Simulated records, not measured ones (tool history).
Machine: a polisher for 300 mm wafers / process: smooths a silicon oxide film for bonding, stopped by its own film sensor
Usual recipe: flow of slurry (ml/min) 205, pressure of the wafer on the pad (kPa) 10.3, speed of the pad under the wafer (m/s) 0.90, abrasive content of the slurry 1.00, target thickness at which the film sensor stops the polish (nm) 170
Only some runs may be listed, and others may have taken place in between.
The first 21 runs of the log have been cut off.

run	day	flow of slurry (ml/min)	pressure of the wafer on the pad (kPa)	speed of the pad under the wafer (m/s)	abrasive content of the slurry	target thickness at which the film sensor stops the polish (nm)	incoming thickness of the incoming film, nm	time until the film sensor stopped the polish (s)
22	68.508	205	10.3	0.90	1.00	170	199.3	97.7
23	73.004	205	6.9	0.90	1.15	170	199.2	139.3
# day 74.667: slurry blender recalibrated
24	75.675	205	10.3	0.90	1.00	170	202.1	89.3
25	79.717	205	11.7	1.14	0.70	164	202.4	98.8
26	83.700	205	12.4	0.58	1.20	170	199.1	97.4
# day 84.333: head pressure recalibrated
# day 85.196: worn pad replaced by a new one
27	85.517	140	9.0	0.90	1.00	167	198.2	128.3
# day 87.562: slurry nozzle cleaned
28	88.958	255	12.4	0.90	0.85	175	197.1	58.4
29	90.904	205	10.3	1.16	1.00	176	203.3	66.1
30	93.679	260	10.3	0.90	1.00	180	200.8	60.5

Consider 4 possible next runs. They are alternatives, not a sequence: every one starts from the tool as it was left by run 30. What does each give?
A	93.696	205	10.3	0.90	1.00	179	199.7	?
B	93.696	205	10.3	1.12	1.00	170	199.7	?
C	93.696	175	9.0	0.90	0.85	170	199.7	?
D	93.696	235	10.3	0.90	0.85	167	199.7	?

run	time until the film sensor stopped the polish (s)
A	65.6
B	79.1
C	122.8
D	110.5
With the hidden condition removed and each run's random variation left untouched, the same runs would have given:
run	time until the film sensor stopped the polish (s)
A	50.4
B	60.7
C	91.9
D	84.0
